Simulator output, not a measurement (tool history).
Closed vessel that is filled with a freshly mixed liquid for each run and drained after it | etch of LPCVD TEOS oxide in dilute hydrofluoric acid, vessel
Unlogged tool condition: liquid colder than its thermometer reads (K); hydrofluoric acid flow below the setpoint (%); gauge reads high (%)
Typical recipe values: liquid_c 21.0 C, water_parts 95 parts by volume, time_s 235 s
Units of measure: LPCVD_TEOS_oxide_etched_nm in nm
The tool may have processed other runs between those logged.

run    hour  liquid_c  water_parts  time_s  wafers since the last listed run  hours since the thermometer was replaced  hours since the hydrofluoric acid flow meter was replaced  hours since the gauge calibration  read-back film thickness of the LPCVD TEOS oxide reference wafer, read on the same gauge (nm)  LPCVD_TEOS_oxide_etched_nm
  1     0.0      21.0           95     235                                 0                                    1614.8                                                     1924.4                              762.8                                                                                          49.97                       45.38
  2    47.7      21.0           95     235                              3458                                    1662.5                                                     1972.1                              810.5                                                                                          50.00                       45.79
  3   117.5      21.0           95     235                              5061                                    1732.3                                                     2041.9                              880.3                                                                                          50.00                       45.30
  4   173.2      21.0           95     235                              4038                                    1788.0                                                     2097.6                              936.0                                                                                          49.99                       44.82
  5   243.5      21.0           95     235                              5097                                    1858.3                                                     2167.9                             1006.3                                                                                          50.02                       44.51
  6   306.2      21.0           95     235                              4546                                    1921.0                                                     2230.6                             1069.0                                                                                          50.00                       44.40
      338.6  -- gauge calibrated
  7   346.0      21.0           95     235                              2885                                    1960.8                                                     2270.4                                7.4                                                                                          50.01                       44.67
  8   390.4      21.0           95     155                              3219                                    2005.2                                                     2314.8                               51.8                                                                                          50.01                       29.45
      400.4  -- hydrofluoric acid flow meter replaced
  9   425.1      23.5           95     235                              2443                                    2039.9                                                       24.7                               86.5                                                                                          49.99                       51.90
 10   495.7      18.0          140     135                              5119                                    2110.5                                                       95.3                              157.1                                                                                          50.01                       15.03
      514.3  -- thermometer replaced
 11   543.2      22.5           95     130                              3371                                      28.9                                                      142.8                              204.6                                                                                          50.01                       30.20
 12   596.3      21.0           60     235                              3850                                      82.0                                                      195.9                              257.7                                                                                          50.00                       84.12
 13   631.3      21.0           50     360                              2537                                     117.0                                                      230.9                              292.7                                                                                          49.98                      155.79
 14   701.8      24.0           95     140                              5111                                     187.5                                                      301.4                              363.2                                                                                          50.01                       33.88
 15   877.7      21.0           95     235                             12754                                     363.4                                                      477.3                              539.1                                                                                          50.00                       49.95
 16  1060.2      23.0           95     360                             13233                                     545.9                                                      659.8                              721.6                                                                                          50.00                       81.53
 17  1102.8      24.0           95     140                              3088                                     588.5                                                      702.4                              764.2                                                                                          50.01                       33.19

What differs in the tool's unlogged condition from the final listed run ahead of each entry between runs to the first listed run following it?
Between runs 6 and 7: gauge calibrated (hour 338.6)
  liquid colder than its thermometer reads (K): 2.35 -> 2.4; hydrofluoric acid flow below the setpoint (%): 4.45 -> 4.52
  measured less the result without the state, LPCVD_TEOS_oxide_etched_nm: -7.05 -> -7.24 nm
Between runs 8 and 9: hydrofluoric acid flow meter replaced (hour 400.4)
  liquid colder than its thermometer reads (K): 2.45 -> 2.49; hydrofluoric acid flow below the setpoint (%): 4.61 -> 0.386
  measured less the result without the state, LPCVD_TEOS_oxide_etched_nm: -4.88 -> -5.74 nm
Between runs 10 and 11: thermometer replaced (hour 514.3)
  liquid colder than its thermometer reads (K): 2.58 -> 0.198; hydrofluoric acid flow below the setpoint (%): 0.52 -> 0.611
  measured less the result without the state, LPCVD_TEOS_oxide_etched_nm: -1.79 -> -0.45 nm
